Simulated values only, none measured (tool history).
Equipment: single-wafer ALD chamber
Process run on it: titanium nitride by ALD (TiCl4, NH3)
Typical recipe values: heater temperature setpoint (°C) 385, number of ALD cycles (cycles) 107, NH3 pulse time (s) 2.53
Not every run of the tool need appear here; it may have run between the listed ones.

run	hour	heater temperature setpoint (°C)	number of ALD cycles (cycles)	NH3 pulse time (s)	read-back reference wafer on the same gauge, thickness_nm	mean film thickness on the monitor wafer (nm)
1	0	385	107	2.53	2.418	2.526
2	22.8	385	107	2.53	2.415	2.528
3	46	385	107	2.53	2.413	2.52
4	73.8	385	107	2.53	2.411	2.508
5	100.2	385	107	2.53	2.41	2.513
6	123.8	385	107	2.53	2.41	2.512
7	139.7	379	107	2.53	2.406	2.509
8	172.3	379	107	2.53	2.405	2.499
9	199.6	385	107	2.53	2.402	2.517
10	229.1	385	107	2.53	2.4	2.515
# hour 250.3: thermocouple changed; heater temperature recalibrated
11	259.2	385	107	2.53	2.395	2.511
12	290.9	385	107	2.53	2.394	2.495
13	314.4	385	107	2.53	2.39	2.492
# hour 328: gauge calibrated
14	328.4	385	107	2.53	2.426	2.549
# hour 352.5: showerhead replaced
15	364.3	385	107	2.53	2.426	2.531
16	379.3	400	107	3.34	2.427	2.587
17	411	385	91	2.53	2.425	2.166
18	434.2	392	93	1.86	2.426	2.2
19	469.9	385	107	2.53	2.426	2.529
20	505.5	396	90	2.78	2.424	2.149
21	523.3	399	98	2.82	2.424	2.353
22	545.5	378	107	3.11	2.424	2.523
23	570.9	385	96	2.98	2.421	2.289
24	600.4	396	118	3.4	2.421	2.836
25	618.9	385	107	2.53	2.421	2.526
26	643.2	399	107	2.53	2.421	2.559
27	661.4	397	123	2.53	2.42	2.928
28	684	375	121	2.11	2.419	2.814
29	708.9	385	107	2.53	2.416	2.527
30	731.7	385	121	2.14	2.416	2.835
31	762.7	398	107	3.51	2.414	2.56

Branching from run 31: 4 alternative next runs. What would each branch give?
A	763.4	378	107	2.53	?	?
B	763.4	379	107	3.49	?	?
C	763.4	380	107	2.53	?	?
D	763.4	398	115	2.18	?	?

run	read-back reference wafer on the same gauge, thickness_nm	mean film thickness on the monitor wafer (nm)
A	2.413	2.502
B	2.413	2.529
C	2.413	2.506
D	2.413	2.725
The same runs, with their run-to-run variation unchanged, on a tool lacking any hidden condition would have given:
run	mean film thickness on the monitor wafer (nm)
A	2.519
B	2.547
C	2.523
D	2.743

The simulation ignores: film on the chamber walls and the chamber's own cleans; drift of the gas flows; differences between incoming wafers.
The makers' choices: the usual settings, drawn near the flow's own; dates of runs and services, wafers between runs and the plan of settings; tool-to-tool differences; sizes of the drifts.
